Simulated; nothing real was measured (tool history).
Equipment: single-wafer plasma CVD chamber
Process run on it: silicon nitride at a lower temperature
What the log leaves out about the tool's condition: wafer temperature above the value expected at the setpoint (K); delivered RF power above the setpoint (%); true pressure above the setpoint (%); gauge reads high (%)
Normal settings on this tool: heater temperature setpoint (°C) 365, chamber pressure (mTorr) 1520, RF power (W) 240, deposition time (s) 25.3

run	hour	heater temperature setpoint (°C)	chamber pressure (mTorr)	RF power (W)	deposition time (s)	wafers since the last listed run	hours since the last thermocouple change	hours since the last RF generator calibration	hours since the last manometer calibration	hours since the showerhead was replaced	hours since the gauge calibration	read-back reference wafer on the same gauge, thickness_nm	mean film thickness on the monitor wafer (Å)
1	0.0	365	1400	240	25.3	0	1063.3	1218.2	1254.1	6127.1	150.3	22.698	257.51
2	35.9	365	1400	240	25.3	512	1099.2	1254.1	1290.0	6163.0	186.2	22.622	255.69
3	64.7	365	1520	240	25.3	410	1128.0	1282.9	1318.8	6191.8	215.0	22.630	260.74
4	92.7	365	1520	240	25.3	399	1156.0	1310.9	1346.8	6219.8	243.0	22.578	260.95
5	127.7	365	1520	240	23.8	499	1191.0	1345.9	1381.8	6254.8	278.0	22.545	244.51
6	155.0	365	1520	240	25.3	389	1218.3	1373.2	1409.1	6282.1	305.3	22.484	259.70
7	179.6	365	1520	240	25.3	350	1242.9	1397.8	1433.7	6306.7	329.9	22.436	259.49
8	205.6	361	1520	240	21.3	370	1268.9	1423.8	1459.7	6332.7	355.9	22.414	216.78

For run 9, what comes out?
# hour 208.4: gauge calibrated
# hour 223.5: capacitance manometer re-zeroed and calibrated
# hour 230.7: showerhead replaced
# hour 231.0: thermocouple changed; heater temperature recalibrated
# hour 236.9: RF generator calibrated
9	237.4	356	1790	280	30.1	147	6.4	0.5	13.9	6.7	29.0	?	?

Run 9 came out at read-back reference wafer on the same gauge, thickness_nm 22.690, mean film thickness on the monitor wafer (Å) 370.19.
If the tool had no hidden condition, the same run with the same run-to-run variation would have returned mean film thickness on the monitor wafer (Å) 370.35.

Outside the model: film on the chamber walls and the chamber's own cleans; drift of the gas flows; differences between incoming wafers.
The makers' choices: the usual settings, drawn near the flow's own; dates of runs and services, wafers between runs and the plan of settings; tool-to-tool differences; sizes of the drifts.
